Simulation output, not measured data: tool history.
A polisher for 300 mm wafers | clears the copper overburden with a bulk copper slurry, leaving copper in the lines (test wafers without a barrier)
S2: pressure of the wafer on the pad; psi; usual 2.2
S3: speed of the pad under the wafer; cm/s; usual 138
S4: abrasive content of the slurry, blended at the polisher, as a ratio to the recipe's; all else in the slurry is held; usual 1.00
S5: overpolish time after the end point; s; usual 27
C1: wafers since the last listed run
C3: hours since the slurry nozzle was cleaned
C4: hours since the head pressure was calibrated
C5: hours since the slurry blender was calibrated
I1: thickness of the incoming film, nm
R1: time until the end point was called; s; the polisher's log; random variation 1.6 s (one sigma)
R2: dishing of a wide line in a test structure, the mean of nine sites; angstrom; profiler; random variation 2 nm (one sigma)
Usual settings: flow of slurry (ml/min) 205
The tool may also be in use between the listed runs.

run 1 hour=0.0 | flow_of_slurry_(ml/min)=205 S2=2.2 S3=138 S4=1.00 S5=27 | C1=0 wafers_polished_on_this_pad=281 C3=208.4 C4=221.2 C5=23.8 | I1=799.6 | R1=89.4 R2=1110
run 2 hour=26.6 | flow_of_slurry_(ml/min)=205 S2=2.2 S3=138 S4=1.00 S5=21 | C1=218 wafers_polished_on_this_pad=500 C3=235.0 C4=247.8 C5=50.4 | I1=789.0 | R1=89.3 R2=966
-- hour=32.1 worn pad replaced by a new one
run 3 hour=53.0 | flow_of_slurry_(ml/min)=205 S2=2.2 S3=166 S4=1.00 S5=27 | C1=184 wafers_polished_on_this_pad=171 C3=261.4 C4=274.2 C5=76.8 | I1=799.5 | R1=76.0 R2=1279
run 4 hour=86.0 | flow_of_slurry_(ml/min)=205 S2=2.2 S3=138 S4=1.00 S5=27 | C1=271 wafers_polished_on_this_pad=443 C3=294.4 C4=307.2 C5=109.8 | I1=791.7 | R1=92.3 R2=1077
-- hour=99.7 worn pad replaced by a new one
run 5 hour=110.9 | flow_of_slurry_(ml/min)=205 S2=2.2 S3=122 S4=1.00 S5=27 | C1=171 wafers_polished_on_this_pad=91 C3=319.3 C4=332.1 C5=134.7 | I1=789.0 | R1=105.5 R2=1031
run 6 hour=137.2 | flow_of_slurry_(ml/min)=205 S2=2.2 S3=122 S4=1.00 S5=27 | C1=216 wafers_polished_on_this_pad=308 C3=345.6 C4=358.4 C5=161.0 | I1=799.1 | R1=110.2 R2=1009
run 7 hour=170.6 | flow_of_slurry_(ml/min)=205 S2=2.2 S3=122 S4=1.00 S5=27 | C1=274 wafers_polished_on_this_pad=582 C3=379.0 C4=391.8 C5=194.4 | I1=803.1 | R1=110.1 R2=1000
-- hour=184.3 worn pad replaced by a new one
-- hour=186.1 slurry blender recalibrated
-- hour=187.6 head pressure recalibrated
run 8 hour=188.1 | flow_of_slurry_(ml/min)=205 S2=2.2 S3=138 S4=1.00 S5=27 | C1=83 wafers_polished_on_this_pad=3 C3=396.5 C4=0.5 C5=2.0 | I1=808.4 | R1=102.1 R2=1064
run 9 hour=200.6 | flow_of_slurry_(ml/min)=205 S2=2.2 S3=166 S4=1.15 S5=27 | C1=102 wafers_polished_on_this_pad=106 C3=409.0 C4=13.0 C5=14.5 | I1=795.1 | R1=79.4 R2=1185
run 10 hour=228.9 | flow_of_slurry_(ml/min)=205 S2=2.2 S3=138 S4=1.00 S5=34 | C1=232 wafers_polished_on_this_pad=339 C3=437.3 C4=41.3 C5=42.8 | I1=805.9 | R1=100.9 R2=1188
-- hour=248.3 slurry blender recalibrated, repeated, since the last time left the tool worse
-- hour=250.9 worn pad replaced by a new one
-- hour=254.2 slurry nozzle cleaned
run 11 hour=257.1 | flow_of_slurry_(ml/min)=160 S2=1.4 S3=138 S4=1.00 S5=20 | C1=186 wafers_polished_on_this_pad=42 C3=2.9 C4=69.5 C5=8.8 | I1=793.4 | R1=145.6 R2=617
run 12 hour=275.1 | flow_of_slurry_(ml/min)=205 S2=2.2 S3=112 S4=1.20 S5=27 | C1=148 wafers_polished_on_this_pad=191 C3=20.9 C4=87.5 C5=26.8 | I1=801.3 | R1=111.8 R2=1029
run 13 hour=308.1 | flow_of_slurry_(ml/min)=205 S2=2.2 S3=138 S4=1.00 S5=27 | C1=271 wafers_polished_on_this_pad=462 C3=53.9 C4=120.5 C5=59.8 | I1=808.0 | R1=94.7 R2=1104
run 14 hour=327.6 | flow_of_slurry_(ml/min)=165 S2=1.9 S3=112 S4=1.20 S5=27 | C1=160 wafers_polished_on_this_pad=622 C3=73.4 C4=140.0 C5=79.3 | I1=800.6 | R1=130.7 R2=902
-- hour=336.4 worn pad replaced by a new one
run 15 hour=354.3 | flow_of_slurry_(ml/min)=180 S2=2.5 S3=138 S4=0.80 S5=32 | C1=186 wafers_polished_on_this_pad=147 C3=100.1 C4=166.7 C5=106.0 | I1=797.9 | R1=84.3 R2=1276
run 16 hour=372.0 | flow_of_slurry_(ml/min)=205 S2=2.2 S3=138 S4=1.00 S5=27 | C1=145 wafers_polished_on_this_pad=292 C3=117.8 C4=184.4 C5=123.7 | I1=805.0 | R1=94.0 R2=1094

The tool's hidden state at each run:
removal rate lost through wear of the pad, %: 0 in every run
slurry flow missing at the pad, %: 0 in every run
deviation of the head's pressure from its setpoint, %: 0 in every run
H1: abrasive missing from the slurry, %
run=1 H1=3.21
run=2 H1=4.21
run=3 H1=5.9
run=4 H1=9.01
run=5 H1=12.1
run=6 H1=16
run=7 H1=22
run=8 H1=43.6
run=9 H1=43.8
run=10 H1=44.6
run=11 H1=3.51
run=12 H1=3.83
run=13 H1=5.27
run=14 H1=6.64
run=15 H1=9.13
run=16 H1=11.2
